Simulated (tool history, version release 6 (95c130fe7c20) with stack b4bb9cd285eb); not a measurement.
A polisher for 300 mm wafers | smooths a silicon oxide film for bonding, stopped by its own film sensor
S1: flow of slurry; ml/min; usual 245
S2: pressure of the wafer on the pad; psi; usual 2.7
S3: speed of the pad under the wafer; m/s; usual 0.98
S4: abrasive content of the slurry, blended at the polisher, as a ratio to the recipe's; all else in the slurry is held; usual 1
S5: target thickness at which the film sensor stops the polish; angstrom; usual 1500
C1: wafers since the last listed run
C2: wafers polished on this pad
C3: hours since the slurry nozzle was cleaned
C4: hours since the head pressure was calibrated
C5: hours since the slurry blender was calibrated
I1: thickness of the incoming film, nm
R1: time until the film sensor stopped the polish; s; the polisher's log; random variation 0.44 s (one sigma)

Run 1, hour 0: usual settings; C1 0; C2 6952; C3 581.3; C4 233.3; C5 37.4; I1 191.1. Result: R1 42.7 s.
At hour 5.2: slurry nozzle cleaned.
Run 2, hour 69.5: usual settings; C1 1043; C2 7995; C3 64.3; C4 302.8; C5 106.9; I1 191.7. Result: R1 43.6 s.
At hour 119.4: worn pad replaced by a new one.
Run 3, hour 119.9: usual settings; C1 706; C2 7; C3 114.7; C4 353.2; C5 157.3; I1 191.3. Result: R1 37.3 s.
Run 4, hour 163.5: usual settings; C1 663; C2 671; C3 158.3; C4 396.8; C5 200.9; I1 190.9. Result: R1 38.9 s.
Run 5, hour 270.3: usual settings but S3 0.86 m/s; C1 1626; C2 2297; C3 265.1; C4 503.6; C5 307.7; I1 190.3. Result: R1 45.2 s.
Run 6, hour 357.4: usual settings but S3 0.86 m/s; C1 1326; C2 3623; C3 352.2; C4 590.7; C5 394.8; I1 191.5. Result: R1 47.2 s.
At hour 381.3: head pressure recalibrated.
At hour 415.1: slurry blender recalibrated.
Run 7, hour 460: usual settings but S3 0.86 m/s; C1 1501; C2 5125; C3 454.8; C4 78.7; C5 44.9; I1 187.1. Result: R1 42.3 s.
Run 8, hour 514: usual settings but S5 1600 angstrom; C1 822; C2 5947; C3 508.8; C4 132.7; C5 98.9; I1 191.9. Result: R1 32.8 s.
Run 9, hour 572.6: usual settings but S5 1600 angstrom; C1 892; C2 6840; C3 567.4; C4 191.3; C5 157.5; I1 191.1. Result: R1 32.3 s.
At hour 582: worn pad replaced by a new one.
At hour 591.3: slurry nozzle cleaned.
Run 10, hour 676.3: usual settings but S5 1600 angstrom; C1 1503; C2 1421; C3 85; C4 295; C5 261.2; I1 191.2. Result: R1 29.8 s.
Run 11, hour 757.6: usual settings; C1 1238; C2 2659; C3 166.3; C4 376.3; C5 342.5; I1 189. Result: R1 39.2 s.
Run 12, hour 840.3: usual settings; C1 1259; C2 3919; C3 249; C4 459; C5 425.2; I1 187.6. Result: R1 38.4 s.
At hour 947.3: head pressure recalibrated.
At hour 950: slurry blender recalibrated.
At hour 1102.4: slurry nozzle cleaned.
At hour 1114.4: worn pad replaced by a new one.
Run 13, hour 1116.4: usual settings but S2 3.3 psi, S5 1570 angstrom; C1 4067; C2 31; C3 14; C4 169.1; C5 166.4; I1 193.7. Result: R1 27.7 s.
Run 14, hour 1201.6: usual settings; C1 1297; C2 1328; C3 99.2; C4 254.3; C5 251.6; I1 190.7. Result: R1 39.2 s.
Run 15, hour 1252.5: usual settings; C1 775; C2 2103; C3 150.1; C4 305.2; C5 302.5; I1 191.5. Result: R1 41.2 s.
Run 16, hour 1297.6: usual settings but S3 0.8 m/s, S5 1620 angstrom; C1 686; C2 2790; C3 195.2; C4 350.3; C5 347.6; I1 189.9. Result: R1 32.7 s.
Run 17, hour 1390: usual settings but S1 210 ml/min, S3 0.88 m/s, S4 0.9; C1 1407; C2 4197; C3 287.6; C4 442.7; C5 440; I1 190.5. Result: R1 48 s.
At hour 1424.6: slurry blender recalibrated.
Run 18, hour 1430.6: usual settings but S1 200 ml/min; C1 587; C2 4785; C3 328.2; C4 483.3; C5 6; I1 186.9. Result: R1 38.4 s.
At hour 1474.5: head pressure recalibrated.
Run 19, hour 1511.1: usual settings but S4 0.75; C1 1195; C2 5981; C3 408.7; C4 36.6; C5 86.5; I1 188.4. Result: R1 47.9 s.
Run 20, hour 1555.7: usual settings but S1 270 ml/min, S3 1.2 m/s, S4 1.15, S5 1610 angstrom; C1 679; C2 6660; C3 453.3; C4 81.2; C5 131.1; I1 188.4. Result: R1 22.4 s.
At hour 1584.8: slurry nozzle cleaned.
At hour 1593.7: worn pad replaced by a new one.
Run 21, hour 1622.5: usual settings but S1 165 ml/min, S2 2.4 psi, S3 1.1 m/s, S4 1.25; C1 941; C2 439; C3 37.7; C4 148; C5 197.9; I1 189.1. Result: R1 35.2 s.
Run 22, hour 1717.5: usual settings but S2 3.3 psi; C1 1446; C2 1885; C3 132.7; C4 243; C5 292.9; I1 189. Result: R1 31.8 s.
Run 23, hour 1819.6: usual settings; C1 1554; C2 3440; C3 234.8; C4 345.1; C5 395; I1 188. Result: R1 39.4 s.
Run 24, hour 1918.2: usual settings but S3 1.2 m/s, S4 0.85, S5 1400 angstrom; C1 1501; C2 4942; C3 333.4; C4 443.7; C5 493.6; I1 186.7. Result: R1 45.2 s.
At hour 1945.1: slurry blender recalibrated.
Run 25, hour 1977.3: usual settings but S1 195 ml/min, S2 2.2 psi, S4 0.7; C1 869; C2 5811; C3 392.5; C4 502.8; C5 32.2; I1 190.4. Result: R1 64.7 s.
At hour 2113.3: head pressure recalibrated.
Run 26, hour 2126.6: usual settings but S1 220 ml/min, S4 1.1, S5 1630 angstrom; C1 2243; C2 8055; C3 541.8; C4 13.3; C5 181.5; I1 190.3. Result: R1 28 s.
At hour 2157.2: worn pad replaced by a new one.
Run 27, hour 2165.9: usual settings but S1 165 ml/min, S2 2.4 psi, S3 1.1 m/s, S4 1.25; C1 537; C2 133; C3 581.1; C4 52.6; C5 220.8; I1 190.3. Result: R1 35.1 s.
At hour 2167.3: slurry nozzle cleaned.
Run 28, hour 2218.4: usual settings; C1 784; C2 917; C3 51.1; C4 105.1; C5 273.3; I1 189.4. Result: R1 37.2 s.

5 ways to go on from here, each from the tool as it stands after run 28. What would each give?
Run A, hour 2218.8: usual settings; C1 6; C2 923; C3 51.5; C4 105.5; C5 273.7; I1 190.1. Result: R1 ?.
Run B, hour 2218.8: usual settings but S5 1570 angstrom; C1 6; C2 923; C3 51.5; C4 105.5; C5 273.7; I1 190.1. Result: R1 ?.
Run C, hour 2218.8: usual settings but S1 330 ml/min, S2 1.9 psi, S5 1400 angstrom; C1 6; C2 923; C3 51.5; C4 105.5; C5 273.7; I1 190.1. Result: R1 ?.
Run D, hour 2218.8: usual settings but S5 1450 angstrom; C1 6; C2 923; C3 51.5; C4 105.5; C5 273.7; I1 190.1. Result: R1 ?.
Run E, hour 2218.8: usual settings but S2 3.4 psi, S4 0.8; C1 6; C2 923; C3 51.5; C4 105.5; C5 273.7; I1 190.1. Result: R1 ?.

run    R1
  A  37.5
  B    31
  C  65.3
  D  42.2
  E  33.9
Without the tool's hidden state the same runs would have given:
run    R1
  A  35.8
  B  29.6
  C  62.4
  D  40.3
  E  32.4

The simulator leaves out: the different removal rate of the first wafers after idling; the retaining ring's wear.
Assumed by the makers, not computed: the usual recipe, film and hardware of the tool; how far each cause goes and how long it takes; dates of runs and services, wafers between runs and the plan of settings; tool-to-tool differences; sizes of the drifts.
